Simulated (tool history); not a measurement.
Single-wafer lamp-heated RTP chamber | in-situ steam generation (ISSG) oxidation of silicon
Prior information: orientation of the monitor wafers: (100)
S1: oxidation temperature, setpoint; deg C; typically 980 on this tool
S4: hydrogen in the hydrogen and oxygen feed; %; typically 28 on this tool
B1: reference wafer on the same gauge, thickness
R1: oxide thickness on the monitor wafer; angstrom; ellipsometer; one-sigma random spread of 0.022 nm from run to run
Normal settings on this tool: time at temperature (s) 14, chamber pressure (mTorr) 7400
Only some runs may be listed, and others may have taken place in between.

{"run": 1, "hour": 0.0, "S1": 980, "time at temperature (s)": 17, "chamber pressure (mTorr)": 7400, "S4": 28, "B1": 5.376, "R1": 50.26}
{"run": 2, "hour": 103.2, "S1": 980, "time at temperature (s)": 17, "chamber pressure (mTorr)": 7400, "S4": 28, "B1": 5.367, "R1": 50.22}
{"hour": 163.5, "done": "pyrometer window cleaned and pyrometer calibrated"}
{"run": 3, "hour": 204.5, "S1": 965, "time at temperature (s)": 16, "chamber pressure (mTorr)": 7400, "S4": 28, "B1": 5.364, "R1": 46.53}
{"run": 4, "hour": 265.7, "S1": 965, "time at temperature (s)": 16, "chamber pressure (mTorr)": 7400, "S4": 28, "B1": 5.36, "R1": 46.39}
{"run": 5, "hour": 330.4, "S1": 980, "time at temperature (s)": 14, "chamber pressure (mTorr)": 7400, "S4": 28, "B1": 5.354, "R1": 46.41}
{"run": 6, "hour": 405.8, "S1": 980, "time at temperature (s)": 14, "chamber pressure (mTorr)": 7400, "S4": 28, "B1": 5.348, "R1": 45.7}
{"run": 7, "hour": 500.0, "S1": 980, "time at temperature (s)": 14, "chamber pressure (mTorr)": 8400, "S4": 28, "B1": 5.35, "R1": 45.71}
{"hour": 544.2, "done": "pyrometer window cleaned and pyrometer calibrated"}
{"run": 8, "hour": 572.4, "S1": 980, "time at temperature (s)": 14, "chamber pressure (mTorr)": 8400, "S4": 28, "B1": 5.344, "R1": 45.55}
{"run": 9, "hour": 790.9, "S1": 980, "time at temperature (s)": 14, "chamber pressure (mTorr)": 7400, "S4": 26, "B1": 5.333, "R1": 45.19}
{"run": 10, "hour": 846.7, "S1": 980, "time at temperature (s)": 14, "chamber pressure (mTorr)": 7400, "S4": 28, "B1": 5.34, "R1": 45.83}
{"hour": 872.7, "done": "pressure gauge zeroed"}
{"run": 11, "hour": 885.2, "S1": 980, "time at temperature (s)": 14, "chamber pressure (mTorr)": 7400, "S4": 28, "B1": 5.334, "R1": 45.46}
{"run": 12, "hour": 946.9, "S1": 980, "time at temperature (s)": 14, "chamber pressure (mTorr)": 7400, "S4": 28, "B1": 5.34, "R1": 46.03}
{"hour": 955.7, "done": "pyrometer window cleaned and pyrometer calibrated"}
{"run": 13, "hour": 1039.8, "S1": 980, "time at temperature (s)": 14, "chamber pressure (mTorr)": 7400, "S4": 28, "B1": 5.335, "R1": 45.64}
{"hour": 1057.0, "done": "gauge calibrated"}
{"run": 14, "hour": 1095.2, "S1": 980, "time at temperature (s)": 14, "chamber pressure (mTorr)": 7400, "S4": 28, "B1": 5.438, "R1": 47.04}
{"hour": 1146.2, "done": "hydrogen flow controller replaced"}
{"run": 15, "hour": 1180.6, "S1": 980, "time at temperature (s)": 14, "chamber pressure (mTorr)": 7400, "S4": 28, "B1": 5.42, "R1": 47.09}
{"run": 16, "hour": 1261.1, "S1": 994, "time at temperature (s)": 11, "chamber pressure (mTorr)": 8700, "S4": 20, "B1": 5.4, "R1": 39.76}
{"hour": 1348.5, "done": "pyrometer window cleaned and pyrometer calibrated"}
{"run": 17, "hour": 1355.9, "S1": 980, "time at temperature (s)": 12, "chamber pressure (mTorr)": 7000, "S4": 28, "B1": 5.38, "R1": 43.74}
{"run": 18, "hour": 1432.3, "S1": 974, "time at temperature (s)": 14, "chamber pressure (mTorr)": 7400, "S4": 25, "B1": 5.373, "R1": 44.11}
{"run": 19, "hour": 1503.6, "S1": 968, "time at temperature (s)": 14, "chamber pressure (mTorr)": 7400, "S4": 28, "B1": 5.36, "R1": 44.39}
{"run": 20, "hour": 1596.0, "S1": 994, "time at temperature (s)": 17, "chamber pressure (mTorr)": 8700, "S4": 20, "B1": 5.359, "R1": 48.14}
{"run": 21, "hour": 1667.8, "S1": 980, "time at temperature (s)": 17, "chamber pressure (mTorr)": 7400, "S4": 32, "B1": 5.345, "R1": 51.52}
{"run": 22, "hour": 1767.1, "S1": 980, "time at temperature (s)": 14, "chamber pressure (mTorr)": 7400, "S4": 28, "B1": 5.342, "R1": 45.9}
{"hour": 1824.0, "done": "pyrometer window cleaned and pyrometer calibrated"}
{"run": 23, "hour": 1832.6, "S1": 963, "time at temperature (s)": 19, "chamber pressure (mTorr)": 7400, "S4": 20, "B1": 5.335, "R1": 45.38}
{"run": 24, "hour": 1871.8, "S1": 965, "time at temperature (s)": 14, "chamber pressure (mTorr)": 6900, "S4": 28, "B1": 5.331, "R1": 43.84}
{"run": 25, "hour": 1976.0, "S1": 980, "time at temperature (s)": 12, "chamber pressure (mTorr)": 6900, "S4": 28, "B1": 5.332, "R1": 43.24}
{"run": 26, "hour": 2015.9, "S1": 980, "time at temperature (s)": 14, "chamber pressure (mTorr)": 7400, "S4": 28, "B1": 5.331, "R1": 45.89}
{"run": 27, "hour": 2071.0, "S1": 998, "time at temperature (s)": 14, "chamber pressure (mTorr)": 6900, "S4": 28, "B1": 5.331, "R1": 48.75}
{"run": 28, "hour": 2109.6, "S1": 980, "time at temperature (s)": 12, "chamber pressure (mTorr)": 7800, "S4": 31, "B1": 5.329, "R1": 44.12}

Here are 3 independent what-if runs from the current tool condition. What would each one return?
{"run": "A", "hour": 2110.0, "S1": 980, "time at temperature (s)": 14, "chamber pressure (mTorr)": 6900, "S4": 28, "B1": "?", "R1": "?"}
{"run": "B", "hour": 2110.0, "S1": 963, "time at temperature (s)": 8, "chamber pressure (mTorr)": 6900, "S4": 22, "B1": "?", "R1": "?"}
{"run": "C", "hour": 2110.0, "S1": 980, "time at temperature (s)": 12, "chamber pressure (mTorr)": 7400, "S4": 20, "B1": "?", "R1": "?"}

run=A B1=5.331 R1=45.55
run=B B1=5.331 R1=32.78
run=C B1=5.331 R1=39.18
Had the tool no hidden state, the same runs would have come out as:
run=A R1=46.77
run=B R1=33.66
run=C R1=40.23

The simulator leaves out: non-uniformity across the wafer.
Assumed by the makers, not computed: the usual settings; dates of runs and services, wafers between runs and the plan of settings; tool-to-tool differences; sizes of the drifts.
